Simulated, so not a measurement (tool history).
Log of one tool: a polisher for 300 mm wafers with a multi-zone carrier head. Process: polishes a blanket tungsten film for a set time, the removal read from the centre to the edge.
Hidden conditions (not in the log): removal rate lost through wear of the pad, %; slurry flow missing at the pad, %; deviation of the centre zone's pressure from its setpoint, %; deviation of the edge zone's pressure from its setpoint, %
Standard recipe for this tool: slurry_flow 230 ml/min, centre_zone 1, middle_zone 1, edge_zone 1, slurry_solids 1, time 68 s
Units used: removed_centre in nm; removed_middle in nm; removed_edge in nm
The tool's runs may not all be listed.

run   hour  slurry_flow  centre_zone  middle_zone  edge_zone  slurry_solids  time  wafers since the last listed run  wafers polished on this pad  hours since the slurry nozzle was cleaned  hours since the centre zone pressure was calibrated  hours since the edge zone pressure was calibrated  hours since the carrier head's membrane was replaced  incoming thickness of the incoming film, nm  removed_centre  removed_middle  removed_edge
  1      0          230         1.07            1          1              1    68                                 0                          946                                      338.2                                                349.8                                              825.3                                                1331.5                                       1276.1           298.1           272.9         283.8
       4.8  -- worn pad replaced by a new one
  2   14.2          230            1            1          1           0.95    68                               104                           96                                      352.4                                                  364                                              839.5                                                1345.7                                       1282.9           298.1           297.3         306.2
  3   23.1          230            1            1          1           0.95    68                                90                          186                                      361.3                                                372.9                                              848.4                                                1354.6                                       1261.9           294.7           292.6         302.5
  4   39.3          230            1            1       0.97              1    68                               165                          352                                      377.5                                                389.1                                              864.6                                                1370.8                                       1292.4           292.4           291.9         297.5
  5   46.2          230            1            1          1              1    68                                70                          422                                      384.4                                                  396                                              871.5                                                1377.7                                       1249.5           285.2             292         303.9
        75  -- slurry nozzle cleaned
  6     86          230            1            1          1              1    68                               396                          819                                         11                                                435.8                                              911.3                                                1417.5                                       1274.7           279.6           273.7         287.7
      91.5  -- centre zone pressure recalibrated
  7   97.4          230            1            1          1              1    68                                96                          915                                       22.4                                                  5.9                                              922.7                                                1428.9                                       1283.8           275.5           273.7         283.5
  8  107.1          230            1         1.08          1              1    68                                99                         1014                                       32.1                                                 15.6                                              932.4                                                1438.6                                       1275.8           268.1             291         277.8
     117.7  -- worn pad replaced by a new one
  9  121.1          230            1         1.08          1              1    68                               102                           34                                       46.1                                                 29.6                                              946.4                                                1452.6                                         1247           297.1           316.9         314.9
 10  132.5          230            1            1          1              1    68                               116                          150                                       57.5                                                   41                                              957.8                                                  1464                                       1289.6           301.5           296.5         315.5
 11  144.9          230            1            1        0.9              1    47                               126                          277                                       69.9                                                 53.4                                              970.2                                                1476.4                                       1261.9           203.6             204         202.6
     153.7  -- edge zone pressure recalibrated
 12  154.2          230            1            1          1            0.9    68                                74                          351                                       79.2                                                 62.7                                                0.5                                                1485.7                                       1244.5           289.2           279.7         297.3
 13    170          230            1            1        0.9              1    56                               161                          513                                         95                                                 78.5                                               16.3                                                1501.5                                       1297.1           234.8           229.5         232.7
 14  182.2          275         1.12            1          1           1.25    86                               124                          637                                      107.2                                                 90.7                                               28.5                                                1513.7                                         1283           435.9           374.9           396
     189.6  -- carrier head's membrane replaced by a new one
 15  193.8          230            1            1          1              1    68                                67                          705                                      118.8                                                102.3                                               40.1                                                   4.2                                       1275.4           280.1           281.7         290.5
 16  210.5          230          1.1         1.04          1           0.85    60                               170                          875                                      135.5                                                  119                                               56.8                                                  20.9                                       1265.7           257.3           243.6         238.8
 17  224.7          230            1            1          1              1    68                               145                         1021                                      149.7                                                133.2                                                 71                                                  35.1                                       1249.9           275.1           268.9         283.7
     234.7  -- worn pad replaced by a new one
 18  240.4          230            1            1          1           1.25    68                               119                           57                                      165.4                                                148.9                                               86.7                                                  50.8                                       1272.3           317.8           315.8         328.7

What if the next run were any one of these 3? Each begins from the tool's condition after run 18:
  A  240.8          230            1            1          1           0.75    68                                 4                           62                                      165.8                                                149.3                                               87.1                                                  51.2                                       1253.7               ?               ?             ?
  B  240.8          230         0.89            1       0.91           0.85    68                                 4                           62                                      165.8                                                149.3                                               87.1                                                  51.2                                       1253.7               ?               ?             ?
  C  240.8          230            1            1       0.88              1    77                                 4                           62                                      165.8                                                149.3                                               87.1                                                  51.2                                       1253.7               ?               ?             ?

run  removed_centre  removed_middle  removed_edge
  A           277.6           278.1         289.3
  B             254           286.5         284.8
  C             336           336.7         329.8
Without the tool's unlogged condition, the same runs would have read:
run  removed_centre  removed_middle  removed_edge
  A           282.4             283         294.3
  B           258.4           291.4         289.7
  C           341.8           342.6         335.5

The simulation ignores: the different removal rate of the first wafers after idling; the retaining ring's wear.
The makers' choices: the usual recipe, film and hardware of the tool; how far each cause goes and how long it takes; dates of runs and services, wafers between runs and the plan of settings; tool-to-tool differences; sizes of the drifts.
